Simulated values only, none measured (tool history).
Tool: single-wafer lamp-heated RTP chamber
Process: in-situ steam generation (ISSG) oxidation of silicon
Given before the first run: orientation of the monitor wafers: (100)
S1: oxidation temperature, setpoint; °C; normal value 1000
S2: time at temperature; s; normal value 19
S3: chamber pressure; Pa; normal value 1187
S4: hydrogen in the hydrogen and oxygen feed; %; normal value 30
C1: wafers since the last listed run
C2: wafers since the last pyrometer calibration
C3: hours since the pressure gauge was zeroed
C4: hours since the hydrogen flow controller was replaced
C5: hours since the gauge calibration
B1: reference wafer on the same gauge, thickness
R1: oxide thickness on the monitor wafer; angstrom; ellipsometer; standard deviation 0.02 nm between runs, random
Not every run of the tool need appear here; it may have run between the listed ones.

run	day	S1	S2	S3	S4	C1	C2	C3	C4	C5	B1	R1
1	0	989	19	1187	30	0	2016	1523.2	1768.2	388.2	6.084	52.43
2	4	989	19	1187	30	1212	3228	1619.2	1864.2	484.2	6.077	52.08
3	6.721	1000	19	1187	30	824	4053	1684.5	1929.5	549.5	6.078	54.45
4	10.046	1000	19	1187	30	1007	5061	1764.3	2009.3	629.3	6.08	54.22
# day 11.579: hydrogen flow controller replaced
5	12.396	1000	19	1187	30	611	5672	1820.7	19.6	685.7	6.082	54.45
6	16.688	1000	19	1147	30	1300	6972	1923.7	122.6	788.7	6.086	54.44
7	20.496	1000	17	1187	30	1154	8127	2015.1	214	880.1	6.081	51.66
# day 21.483: pyrometer window cleaned and pyrometer calibrated
8	23.679	1000	17	1187	30	863	665	2091.5	290.4	956.5	6.078	51.87
9	26.629	1000	19	1187	32	894	1559	2162.3	361.2	1027.3	6.084	55.5
# day 27.792: pressure gauge zeroed
10	28.296	1000	19	1187	30	404	1963	12.1	401.2	1067.3	6.083	54.49
11	31.425	1000	19	1187	30	948	2912	87.2	476.3	1142.4	6.079	54.26
12	34.238	1000	19	1187	30	852	3764	154.7	543.8	1209.9	6.077	54.46
13	37.604	1000	19	1187	30	1020	4784	235.5	624.6	1290.7	6.078	54.79
14	40.412	1015	21	1187	30	851	5635	302.9	692	1358.1	6.075	60.85
# day 42.854: pyrometer window cleaned and pyrometer calibrated
15	42.875	1005	19	1293	30	645	6	362	751.1	1417.2	6.079	55.09
16	46	1000	19	1187	30	947	953	437	826.1	1492.2	6.081	54.35
17	48.883	985	19	1187	30	873	1827	506.2	895.3	1561.4	6.076	51.16
18	52.775	989	19	1187	30	1179	3007	599.6	988.7	1654.8	6.074	51.87
19	54.879	1010	13	1360	30	637	3644	650.1	1039.2	1705.3	6.075	46.42
# day 55.846: gauge calibrated
20	58.738	1016	19	1187	32	1169	4814	742.7	1131.8	69.4	6.085	59.35
21	61.388	1000	19	1120	26	803	5617	806.3	1195.4	133	6.083	52.7
# day 65.217: pyrometer window cleaned and pyrometer calibrated
22	65.6	1000	19	1253	30	1175	116	907.4	1296.5	234.1	6.08	53.64
23	68.654	1016	19	1187	32	925	1041	980.7	1369.8	307.4	6.079	59.15
24	71.321	985	19	1360	32	808	1850	1044.7	1433.8	371.4	6.075	50.69
25	74.433	1000	23	1187	32	943	2793	1119.4	1508.5	446.1	6.074	60.19
26	76.429	985	19	1360	32	604	3398	1167.3	1556.4	494	6.084	51.03
27	79.992	1007	13	1187	32	1079	4477	1252.8	1641.9	579.5	6.073	48.43
28	83.492	1000	19	1360	32	1060	5538	1336.8	1725.9	663.5	6.081	53.42
29	87.183	1019	19	1187	23	1118	6657	1425.4	1814.5	752.1	6.078	55.17
30	88.788	1000	26	1187	30	486	7143	1463.9	1853	790.6	6.084	62.87
31	91.575	1000	16	1187	30	844	7988	1530.8	1919.9	857.5	6.087	50.26
# day 92.871: pyrometer window cleaned and pyrometer calibrated
32	95.696	1018	19	1040	30	1147	856	1629.7	2018.8	956.4	6.078	59.19

Describe how what the log doesn't record of the tool's condition differs between the last listed run preceding each entry between runs and the first listed run following it.
Runs 4 to 5: hydrogen flow controller replaced (day 11.579)
  nothing in the hidden state changes from one run to the other
Runs 7 to 8: pyrometer window cleaned and pyrometer calibrated (day 21.483)
  nothing in the hidden state changes from one run to the other
Runs 9 to 10: pressure gauge zeroed (day 27.792)
  nothing in the hidden state changes from one run to the other
Runs 14 to 15: pyrometer window cleaned and pyrometer calibrated (day 42.854)
  nothing in the hidden state changes from one run to the other
Runs 19 to 20: gauge calibrated (day 55.846)
  nothing in the hidden state changes from one run to the other
Runs 21 to 22: pyrometer window cleaned and pyrometer calibrated (day 65.217)
  nothing in the hidden state changes from one run to the other
Runs 31 to 32: pyrometer window cleaned and pyrometer calibrated (day 92.871)
  nothing in the hidden state changes from one run to the other
